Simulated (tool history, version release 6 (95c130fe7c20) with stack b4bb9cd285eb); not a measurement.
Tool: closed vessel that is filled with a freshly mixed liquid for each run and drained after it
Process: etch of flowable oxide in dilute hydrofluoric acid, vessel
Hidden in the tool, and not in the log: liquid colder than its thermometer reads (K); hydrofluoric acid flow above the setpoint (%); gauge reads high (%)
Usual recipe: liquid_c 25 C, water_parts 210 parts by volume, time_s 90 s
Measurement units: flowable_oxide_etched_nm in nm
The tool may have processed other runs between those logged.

| run | hour | liquid_c | water_parts | time_s | wafers since the last listed run | hours since the thermometer was replaced | hours since the hydrofluoric acid flow meter was replaced | hours since the gauge calibration | read-back film thickness of the flowable oxide reference wafer, read on the same gauge (nm) | flowable_oxide_etched_nm |
|---|---|---|---|---|---|---|---|---|---|---|
| 1 | 0 | 25 | 210 | 90 | 0 | 1398.7 | 299 | 286.9 | 90.02 | 11.61 |
| 2 | 13.6 | 25 | 210 | 90 | 1727 | 1412.3 | 312.6 | 300.5 | 90.02 | 11.56 |
| 3 | 23.7 | 25 | 210 | 90 | 1282 | 1422.4 | 322.7 | 310.6 | 89.98 | 11.21 |
| 4 | 38.8 | 25 | 210 | 90 | 1917 | 1437.5 | 337.8 | 325.7 | 89.98 | 11.49 |
| 5 | 45.1 | 25 | 210 | 90 | 800 | 1443.8 | 344.1 | 332 | 90.01 | 11.54 |
| 6 | 55 | 25 | 210 | 90 | 1257 | 1453.7 | 354 | 341.9 | 90.02 | 11.27 |
| 7 | 70 | 25 | 210 | 90 | 1904 | 1468.7 | 369 | 356.9 | 90.01 | 11.39 |
| 8 | 77.7 | 25 | 210 | 90 | 977 | 1476.4 | 376.7 | 364.6 | 90.05 | 11.31 |
| 9 | 85.1 | 25 | 210 | 90 | 939 | 1483.8 | 384.1 | 372 | 90.01 | 11.65 |
| 10 | 99 | 25 | 210 | 60 | 1765 | 1497.7 | 398 | 385.9 | 89.99 | 7.71 |
| 11 | 117 | 25 | 210 | 60 | 2285 | 1515.7 | 416 | 403.9 | 90.01 | 7.53 |
| 12 | 134.9 | 25 | 245 | 90 | 2273 | 1533.6 | 433.9 | 421.8 | 89.98 | 9.26 |
| 13 | 157.3 | 25 | 210 | 90 | 2844 | 1556 | 456.3 | 444.2 | 90.01 | 11.53 |
| 14 | 165.2 | 25 | 210 | 90 | 1003 | 1563.9 | 464.2 | 452.1 | 90.01 | 11.29 |
|  | 179.6 | hydrofluoric acid flow meter replaced |
| 15 | 180.1 | 23 | 175 | 90 | 1765 | 1578.8 | 0.5 | 467 | 89.98 | 13.19 |
| 16 | 185.1 | 29 | 310 | 130 | 634 | 1583.8 | 5.5 | 472 | 89.99 | 11.62 |
| 17 | 196.4 | 25 | 210 | 90 | 1434 | 1595.1 | 16.8 | 483.3 | 90 | 11.3 |
| 18 | 205.7 | 28.5 | 210 | 90 | 1180 | 1604.4 | 26.1 | 492.6 | 89.99 | 12.79 |
| 19 | 216.7 | 25 | 210 | 90 | 1396 | 1615.4 | 37.1 | 503.6 | 89.96 | 11.36 |
|  | 227.3 | gauge calibrated |
| 20 | 228.4 | 26.5 | 210 | 90 | 1485 | 1627.1 | 48.8 | 1.1 | 90.01 | 11.99 |
|  | 245 | thermometer replaced |
| 21 | 245.5 | 25 | 275 | 120 | 2044 | 0.5 | 65.9 | 18.2 | 90 | 11.69 |
| 22 | 254.7 | 29.5 | 115 | 90 | 1168 | 9.7 | 75.1 | 27.4 | 90.06 | 29.93 |
| 23 | 265.7 | 23 | 305 | 40 | 1396 | 20.7 | 86.1 | 38.4 | 89.98 | 3.19 |
| 24 | 282.2 | 28.5 | 125 | 55 | 2095 | 37.2 | 102.6 | 54.9 | 89.96 | 15.69 |
| 25 | 324.2 | 25 | 210 | 90 | 5333 | 79.2 | 144.6 | 96.9 | 90.03 | 12.37 |
| 26 | 341 | 23 | 210 | 55 | 2133 | 96 | 161.4 | 113.7 | 89.95 | 6.97 |
| 27 | 353.3 | 20 | 180 | 130 | 1561 | 108.3 | 173.7 | 126 | 90 | 17.73 |
| 28 | 361 | 25 | 210 | 90 | 977 | 116 | 181.4 | 133.7 | 90.02 | 12.49 |
| 29 | 374.6 | 20 | 260 | 90 | 1727 | 129.6 | 195 | 147.3 | 90.06 | 7.9 |
| 30 | 388.8 | 22 | 165 | 145 | 1803 | 143.8 | 209.2 | 161.5 | 89.99 | 23.33 |
| 31 | 406.6 | 22 | 240 | 50 | 2260 | 161.6 | 227 | 179.3 | 90.04 | 5.18 |
| 32 | 416.1 | 25 | 210 | 90 | 1206 | 171.1 | 236.5 | 188.8 | 90.01 | 12.05 |
| 33 | 427.6 | 25 | 210 | 90 | 1460 | 182.6 | 248 | 200.3 | 89.98 | 12.14 |
| 34 | 435.1 | 26.5 | 210 | 70 | 952 | 190.1 | 255.5 | 207.8 | 90.02 | 9.94 |
| 35 | 449.3 | 28.5 | 155 | 110 | 1803 | 204.3 | 269.7 | 222 | 90.04 | 24.82 |

Per-run results on a tool with no hidden state, each run keeping its own random variation:
| run | flowable_oxide_etched_nm |
|---|---|
| 1 | 12.62 |
| 2 | 12.58 |
| 3 | 12.2 |
| 4 | 12.52 |
| 5 | 12.58 |
| 6 | 12.29 |
| 7 | 12.43 |
| 8 | 12.35 |
| 9 | 12.72 |
| 10 | 8.43 |
| 11 | 8.24 |
| 12 | 10.12 |
| 13 | 12.65 |
| 14 | 12.39 |
| 15 | 14.55 |
| 16 | 12.64 |
| 17 | 12.43 |
| 18 | 14.02 |
| 19 | 12.51 |
| 20 | 13.19 |
| 21 | 11.82 |
| 22 | 30.29 |
| 23 | 3.23 |
| 24 | 15.9 |
| 25 | 12.56 |
| 26 | 7.09 |
| 27 | 18.07 |
| 28 | 12.71 |
| 29 | 8.06 |
| 30 | 23.81 |
| 31 | 5.29 |
| 32 | 12.31 |
| 33 | 12.41 |
| 34 | 10.16 |
| 35 | 25.4 |
